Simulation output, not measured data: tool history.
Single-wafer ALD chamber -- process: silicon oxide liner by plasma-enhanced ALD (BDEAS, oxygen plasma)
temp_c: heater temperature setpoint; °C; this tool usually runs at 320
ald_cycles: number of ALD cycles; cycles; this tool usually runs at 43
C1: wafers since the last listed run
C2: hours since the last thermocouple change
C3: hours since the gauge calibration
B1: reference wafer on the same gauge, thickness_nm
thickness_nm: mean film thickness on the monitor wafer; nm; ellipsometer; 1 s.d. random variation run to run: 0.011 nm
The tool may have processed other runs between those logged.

{"run": 1, "hour": 0.0, "temp_c": 316, "ald_cycles": 43, "C1": 0, "C2": 1649.5, "C3": 273.4, "B1": 5.015, "thickness_nm": 4.374}
{"run": 2, "hour": 81.6, "temp_c": 316, "ald_cycles": 43, "C1": 469, "C2": 1731.1, "C3": 355.0, "B1": 5.009, "thickness_nm": 4.351}
{"run": 3, "hour": 114.8, "temp_c": 316, "ald_cycles": 43, "C1": 190, "C2": 1764.3, "C3": 388.2, "B1": 5.004, "thickness_nm": 4.349}
{"run": 4, "hour": 131.3, "temp_c": 320, "ald_cycles": 49, "C1": 94, "C2": 1780.8, "C3": 404.7, "B1": 5.0, "thickness_nm": 4.915}
{"run": 5, "hour": 155.3, "temp_c": 320, "ald_cycles": 47, "C1": 138, "C2": 1804.8, "C3": 428.7, "B1": 4.999, "thickness_nm": 4.714}
{"run": 6, "hour": 239.1, "temp_c": 320, "ald_cycles": 43, "C1": 481, "C2": 1888.6, "C3": 512.5, "B1": 4.986, "thickness_nm": 4.3}
{"run": 7, "hour": 251.5, "temp_c": 320, "ald_cycles": 43, "C1": 71, "C2": 1901.0, "C3": 524.9, "B1": 4.984, "thickness_nm": 4.299}
{"run": 8, "hour": 266.2, "temp_c": 313, "ald_cycles": 43, "C1": 84, "C2": 1915.7, "C3": 539.6, "B1": 4.982, "thickness_nm": 4.366}
{"run": 9, "hour": 279.0, "temp_c": 320, "ald_cycles": 43, "C1": 73, "C2": 1928.5, "C3": 552.4, "B1": 4.978, "thickness_nm": 4.314}
{"run": 10, "hour": 297.2, "temp_c": 320, "ald_cycles": 43, "C1": 104, "C2": 1946.7, "C3": 570.6, "B1": 4.976, "thickness_nm": 4.292}
{"run": 11, "hour": 316.2, "temp_c": 320, "ald_cycles": 43, "C1": 109, "C2": 1965.7, "C3": 589.6, "B1": 4.971, "thickness_nm": 4.293}
{"run": 12, "hour": 356.6, "temp_c": 320, "ald_cycles": 37, "C1": 232, "C2": 2006.1, "C3": 630.0, "B1": 4.964, "thickness_nm": 3.675}
{"run": 13, "hour": 375.2, "temp_c": 320, "ald_cycles": 43, "C1": 106, "C2": 2024.7, "C3": 648.6, "B1": 4.962, "thickness_nm": 4.275}
{"run": 14, "hour": 410.4, "temp_c": 320, "ald_cycles": 43, "C1": 202, "C2": 2059.9, "C3": 683.8, "B1": 4.952, "thickness_nm": 4.281}
{"hour": 411.5, "done": "gauge calibrated"}
{"run": 15, "hour": 425.7, "temp_c": 320, "ald_cycles": 43, "C1": 87, "C2": 2075.2, "C3": 14.2, "B1": 5.034, "thickness_nm": 4.346}
{"run": 16, "hour": 438.3, "temp_c": 320, "ald_cycles": 43, "C1": 72, "C2": 2087.8, "C3": 26.8, "B1": 5.036, "thickness_nm": 4.339}
{"run": 17, "hour": 462.5, "temp_c": 320, "ald_cycles": 43, "C1": 139, "C2": 2112.0, "C3": 51.0, "B1": 5.035, "thickness_nm": 4.353}
{"run": 18, "hour": 483.4, "temp_c": 309, "ald_cycles": 43, "C1": 120, "C2": 2132.9, "C3": 71.9, "B1": 5.033, "thickness_nm": 4.437}
{"run": 19, "hour": 505.7, "temp_c": 309, "ald_cycles": 43, "C1": 128, "C2": 2155.2, "C3": 94.2, "B1": 5.034, "thickness_nm": 4.439}
{"run": 20, "hour": 518.9, "temp_c": 320, "ald_cycles": 43, "C1": 75, "C2": 2168.4, "C3": 107.4, "B1": 5.036, "thickness_nm": 4.358}
{"run": 21, "hour": 550.6, "temp_c": 320, "ald_cycles": 43, "C1": 182, "C2": 2200.1, "C3": 139.1, "B1": 5.034, "thickness_nm": 4.35}
{"run": 22, "hour": 578.0, "temp_c": 320, "ald_cycles": 51, "C1": 157, "C2": 2227.5, "C3": 166.5, "B1": 5.03, "thickness_nm": 5.125}
{"hour": 586.5, "done": "thermocouple changed; heater temperature recalibrated"}
{"run": 23, "hour": 593.4, "temp_c": 320, "ald_cycles": 43, "C1": 42, "C2": 6.9, "C3": 181.9, "B1": 5.033, "thickness_nm": 4.339}
{"run": 24, "hour": 616.1, "temp_c": 308, "ald_cycles": 48, "C1": 130, "C2": 29.6, "C3": 204.6, "B1": 5.03, "thickness_nm": 4.92}
{"run": 25, "hour": 630.8, "temp_c": 320, "ald_cycles": 43, "C1": 84, "C2": 44.3, "C3": 219.3, "B1": 5.03, "thickness_nm": 4.339}
{"run": 26, "hour": 655.4, "temp_c": 326, "ald_cycles": 36, "C1": 141, "C2": 68.9, "C3": 243.9, "B1": 5.024, "thickness_nm": 3.596}
{"run": 27, "hour": 690.0, "temp_c": 327, "ald_cycles": 43, "C1": 198, "C2": 103.5, "C3": 278.5, "B1": 5.022, "thickness_nm": 4.298}
{"run": 28, "hour": 724.6, "temp_c": 320, "ald_cycles": 40, "C1": 198, "C2": 138.1, "C3": 313.1, "B1": 5.02, "thickness_nm": 4.012}
{"run": 29, "hour": 760.4, "temp_c": 316, "ald_cycles": 51, "C1": 205, "C2": 173.9, "C3": 348.9, "B1": 5.016, "thickness_nm": 5.19}
{"run": 30, "hour": 779.0, "temp_c": 329, "ald_cycles": 39, "C1": 106, "C2": 192.5, "C3": 367.5, "B1": 5.014, "thickness_nm": 3.85}
{"run": 31, "hour": 797.4, "temp_c": 320, "ald_cycles": 43, "C1": 105, "C2": 210.9, "C3": 385.9, "B1": 5.011, "thickness_nm": 4.323}
{"run": 32, "hour": 815.5, "temp_c": 307, "ald_cycles": 43, "C1": 104, "C2": 229.0, "C3": 404.0, "B1": 5.011, "thickness_nm": 4.387}
{"run": 33, "hour": 870.3, "temp_c": 308, "ald_cycles": 35, "C1": 315, "C2": 283.8, "C3": 458.8, "B1": 5.002, "thickness_nm": 3.591}
{"run": 34, "hour": 892.8, "temp_c": 320, "ald_cycles": 43, "C1": 129, "C2": 306.3, "C3": 481.3, "B1": 4.997, "thickness_nm": 4.311}
{"run": 35, "hour": 926.9, "temp_c": 306, "ald_cycles": 48, "C1": 196, "C2": 340.4, "C3": 515.4, "B1": 4.991, "thickness_nm": 4.941}
{"run": 36, "hour": 942.9, "temp_c": 309, "ald_cycles": 49, "C1": 92, "C2": 356.4, "C3": 531.4, "B1": 4.988, "thickness_nm": 5.0}
{"run": 37, "hour": 972.1, "temp_c": 313, "ald_cycles": 38, "C1": 167, "C2": 385.6, "C3": 560.6, "B1": 4.984, "thickness_nm": 3.834}
{"run": 38, "hour": 1002.1, "temp_c": 325, "ald_cycles": 48, "C1": 172, "C2": 415.6, "C3": 590.6, "B1": 4.979, "thickness_nm": 4.761}
{"run": 39, "hour": 1020.5, "temp_c": 320, "ald_cycles": 36, "C1": 105, "C2": 434.0, "C3": 609.0, "B1": 4.974, "thickness_nm": 3.604}
{"hour": 1037.4, "done": "gauge calibrated"}
{"run": 40, "hour": 1053.0, "temp_c": 320, "ald_cycles": 43, "C1": 186, "C2": 466.5, "C3": 15.6, "B1": 5.023, "thickness_nm": 4.339}
{"run": 41, "hour": 1081.5, "temp_c": 320, "ald_cycles": 43, "C1": 163, "C2": 495.0, "C3": 44.1, "B1": 5.021, "thickness_nm": 4.339}
{"run": 42, "hour": 1101.5, "temp_c": 320, "ald_cycles": 43, "C1": 115, "C2": 515.0, "C3": 64.1, "B1": 5.025, "thickness_nm": 4.35}
{"run": 43, "hour": 1122.1, "temp_c": 320, "ald_cycles": 52, "C1": 118, "C2": 535.6, "C3": 84.7, "B1": 5.021, "thickness_nm": 5.254}

4 options for the next run, each taken on its own from the tool as it stands now. Forecast them:
{"run": "A", "hour": 1122.6, "temp_c": 320, "ald_cycles": 43, "C1": 2, "C2": 536.1, "C3": 85.2, "B1": "?", "thickness_nm": "?"}
{"run": "B", "hour": 1122.6, "temp_c": 311, "ald_cycles": 46, "C1": 2, "C2": 536.1, "C3": 85.2, "B1": "?", "thickness_nm": "?"}
{"run": "C", "hour": 1122.6, "temp_c": 315, "ald_cycles": 43, "C1": 2, "C2": 536.1, "C3": 85.2, "B1": "?", "thickness_nm": "?"}
{"run": "D", "hour": 1122.6, "temp_c": 320, "ald_cycles": 35, "C1": 2, "C2": 536.1, "C3": 85.2, "B1": "?", "thickness_nm": "?"}

run=A B1=5.023 thickness_nm=4.322
run=B B1=5.023 thickness_nm=4.688
run=C B1=5.023 thickness_nm=4.356
run=D B1=5.023 thickness_nm=3.518
Without the tool's unlogged condition, the same runs would have read:
run=A thickness_nm=4.328
run=B thickness_nm=4.695
run=C thickness_nm=4.362
run=D thickness_nm=3.523
